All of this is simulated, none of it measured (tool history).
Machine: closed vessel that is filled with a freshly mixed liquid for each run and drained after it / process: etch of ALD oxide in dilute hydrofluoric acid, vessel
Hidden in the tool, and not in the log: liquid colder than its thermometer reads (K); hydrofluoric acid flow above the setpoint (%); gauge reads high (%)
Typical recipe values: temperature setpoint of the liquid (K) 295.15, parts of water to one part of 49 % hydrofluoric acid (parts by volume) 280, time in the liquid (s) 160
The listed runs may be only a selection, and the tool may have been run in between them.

run,hour,temperature setpoint of the liquid (K),parts of water to one part of 49 % hydrofluoric acid (parts by volume),time in the liquid (s),wafers since the last listed run,hours since the thermometer was replaced,hours since the hydrofluoric acid flow meter was replaced,hours since the gauge calibration,"read-back film thickness of the ALD oxide reference wafer, read on the same gauge (nm)",thickness taken off the ALD oxide on a monitor wafer (angstrom)
1,0,295.15,235,160,0,587.7,434.4,192.9,129.98,103
2,41.9,295.15,235,160,4241,629.6,476.3,234.8,130.01,101.2
3,148,295.15,235,160,10740,735.7,582.4,340.9,130.01,102.6
4,231.9,295.15,280,160,8493,819.6,666.3,424.8,130.01,83.7
5,281,295.15,280,160,4970,868.7,715.4,473.9,130.01,83
6,453.1,295.15,280,160,17422,1040.8,887.5,646,130,83.7
7,523.9,295.15,280,160,7167,1111.6,958.3,716.8,129.99,83.8
8,569.7,295.15,280,160,4636,1157.4,1004.1,762.6,130,84
9,664.5,295.15,280,160,9597,1252.2,1098.9,857.4,130,84.5
10,707.5,295.15,280,160,4353,1295.2,1141.9,900.4,130.01,84.5
11,806.4,295.15,280,160,10012,1394.1,1240.8,999.3,130,84.9
12,860.9,295.15,280,160,5517,1448.6,1295.3,1053.8,130.02,84.9
# hour 921.9: thermometer replaced
13,960.1,291.15,280,160,9941,38.2,1394.5,1153,130.03,73.6
# hour 1024.4: hydrofluoric acid flow meter replaced
14,1030.8,297.15,350,230,7056,108.9,6.4,1223.7,130.01,93.5
15,1137.7,298.65,280,215,10821,215.8,113.3,1330.6,130.01,122.2
16,1201.8,293.65,150,220,6489,279.9,177.4,1394.7,129.99,223.7
17,1280.8,295.15,280,160,7997,358.9,256.4,1473.7,130,81.4
18,1362.3,295.15,280,160,8250,440.4,337.9,1555.2,130,82.2
19,1417.2,291.65,320,85,5557,495.3,392.8,1610.1,130.04,32.4
# hour 1464.7: gauge calibrated
20,1516.8,295.15,370,120,10082,594.9,492.4,52.1,129.99,43.1
21,1619.9,299.65,280,225,10437,698,595.5,155.2,129.99,136.2
22,1726.6,300.15,280,160,10801,804.7,702.2,261.9,129.99,99.1
23,1818.1,292.15,175,95,9262,896.2,793.7,353.4,129.96,77.6
24,2039.7,295.15,280,200,22433,1117.8,1015.3,575,129.99,105.4

Consider 5 possible next runs. They are alternatives, not a sequence: every one starts from the tool as it was left by run 24. What does each give?
A,2040.4,295.15,280,160,70,1118.5,1016,575.7,?,?
B,2040.4,290.65,245,125,70,1118.5,1016,575.7,?,?
C,2040.4,297.65,210,210,70,1118.5,1016,575.7,?,?
D,2040.4,299.15,280,130,70,1118.5,1016,575.7,?,?
E,2040.4,299.65,335,205,70,1118.5,1016,575.7,?,?

run,"read-back film thickness of the ALD oxide reference wafer, read on the same gauge (nm)",thickness taken off the ALD oxide on a monitor wafer (angstrom)
A,130.01,84
B,130.01,65.4
C,130.01,172.5
D,130.01,78.6
E,130.01,99.9
With no hidden state in the tool, these same runs would have given:
run,thickness taken off the ALD oxide on a monitor wafer (angstrom)
A,80.2
B,62.5
C,165
D,75
E,95.1
